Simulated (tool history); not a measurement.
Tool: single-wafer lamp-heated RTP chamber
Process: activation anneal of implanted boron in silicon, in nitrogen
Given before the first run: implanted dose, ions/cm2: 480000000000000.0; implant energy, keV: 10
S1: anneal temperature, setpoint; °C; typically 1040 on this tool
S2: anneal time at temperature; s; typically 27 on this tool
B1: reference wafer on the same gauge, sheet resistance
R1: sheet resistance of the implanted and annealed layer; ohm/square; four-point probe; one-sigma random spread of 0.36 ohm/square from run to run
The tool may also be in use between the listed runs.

Run 1, day 0: usual settings; B1 205.91. Result: R1 241.63 ohm/square.
Run 2, day 1.879: usual settings; B1 206.08. Result: R1 241.66 ohm/square.
Run 3, day 3.204: usual settings but S1 1031 °C, S2 18 s; B1 206.05. Result: R1 242.4 ohm/square.
Run 4, day 5.338: usual settings; B1 205.98. Result: R1 241.02 ohm/square.
Run 5, day 7.375: usual settings; B1 206.1. Result: R1 241.31 ohm/square.
Run 6, day 9.054: usual settings; B1 205.88. Result: R1 240.3 ohm/square.
Run 7, day 10.2: usual settings; B1 206.04. Result: R1 241.19 ohm/square.
Run 8, day 12.246: usual settings; B1 206.11. Result: R1 241.28 ohm/square.
Run 9, day 14.775: usual settings but S1 1058 °C; B1 205.99. Result: R1 239.92 ohm/square.
Run 10, day 17.329: usual settings but S1 1058 °C; B1 206.01. Result: R1 240.14 ohm/square.
Run 11, day 20.038: usual settings but S1 1058 °C; B1 205.97. Result: R1 239.69 ohm/square.
Run 12, day 22.529: usual settings; B1 206.11. Result: R1 241.56 ohm/square.
Run 13, day 25.475: usual settings but S1 1015 °C, S2 22 s; B1 205.92. Result: R1 242.54 ohm/square.
Run 14, day 27.042: usual settings but S1 1022 °C, S2 22 s; B1 205.91. Result: R1 242.49 ohm/square.
Run 15, day 29.388: usual settings; B1 205.98. Result: R1 241.55 ohm/square.
Run 16, day 30.521: usual settings but S1 1061 °C; B1 206.02. Result: R1 239.41 ohm/square.
Run 17, day 32.892: usual settings but S1 1058 °C, S2 20 s; B1 205.98. Result: R1 241.79 ohm/square.
Run 18, day 34.471: usual settings but S1 1022 °C, S2 35 s; B1 205.99. Result: R1 241.34 ohm/square.
Run 19, day 36.704: usual settings but S1 1016 °C, S2 36 s; B1 206.01. Result: R1 241.52 ohm/square.
Run 20, day 38.567: usual settings but S1 1052 °C, S2 12 s; B1 205.94. Result: R1 243.13 ohm/square.
Run 21, day 41.154: usual settings but S1 1061 °C, S2 17 s; B1 206.06. Result: R1 241.87 ohm/square.
Run 22, day 43.938: usual settings but S1 1027 °C, S2 13 s; B1 205.95. Result: R1 243.04 ohm/square.
Run 23, day 45.338: usual settings but S1 1017 °C, S2 17 s; B1 205.96. Result: R1 243.02 ohm/square.
Run 24, day 46.621: usual settings but S1 1023 °C, S2 22 s; B1 205.99. Result: R1 242.38 ohm/square.
Run 25, day 47.658: usual settings; B1 205.99. Result: R1 241.11 ohm/square.
Run 26, day 48.679: usual settings but S1 1068 °C; B1 206.03. Result: R1 238.27 ohm/square.
Run 27, day 51.425: usual settings; B1 205.94. Result: R1 241.46 ohm/square.
Run 28, day 53.396: usual settings; B1 205.99. Result: R1 241.88 ohm/square.
Run 29, day 54.696: usual settings but S2 31 s; B1 205.99. Result: R1 241.31 ohm/square.
Run 30, day 55.75: usual settings but S1 1032 °C, S2 17 s; B1 205.89. Result: R1 243.24 ohm/square.
Run 31, day 58.729: usual settings but S1 1020 °C, S2 13 s; B1 206.01. Result: R1 243.91 ohm/square.
Run 32, day 65.812: usual settings; B1 206.07. Result: R1 241.22 ohm/square.
Run 33, day 67.35: usual settings but S2 41 s; B1 205.92. Result: R1 239.38 ohm/square.
Run 34, day 69.554: usual settings but S1 1056 °C; B1 205.95. Result: R1 240.12 ohm/square.
Run 35, day 72.05: usual settings but S1 1023 °C; B1 206.07. Result: R1 241.63 ohm/square.
Run 36, day 74.267: usual settings but S1 1015 °C, S2 19 s; B1 206.01. Result: R1 243.98 ohm/square.

Removed from this log: 9 entries logged between the listed runs. Between which two listed runs does each belong, and how does the tool's hidden state at the listed run before it compare with that at the listed run after it?
Runs 3 to 4: reflector plate cleaned (day 4.725)
  no difference in the tool's unlogged condition between these two runs
Runs 7 to 8: pyrometer window cleaned and pyrometer calibrated (day 12.108)
  no difference in the tool's unlogged condition between these two runs
Runs 9 to 10: gauge calibrated (day 15.588)
  no difference in the tool's unlogged condition between these two runs
Runs 13 to 14: reflector plate cleaned (day 25.933)
  no difference in the tool's unlogged condition between these two runs
Runs 15 to 16: pyrometer window cleaned and pyrometer calibrated (day 30.046)
  no difference in the tool's unlogged condition between these two runs
Runs 25 to 26: pyrometer window cleaned and pyrometer calibrated (day 48.3)
  no difference in the tool's unlogged condition between these two runs
Runs 26 to 27: reflector plate cleaned (day 49.038)
  no difference in the tool's unlogged condition between these two runs
Runs 33 to 34: pyrometer window cleaned and pyrometer calibrated (day 69.5)
  no difference in the tool's unlogged condition between these two runs
Runs 34 to 35: reflector plate cleaned (day 71.892)
  no difference in the tool's unlogged condition between these two runs
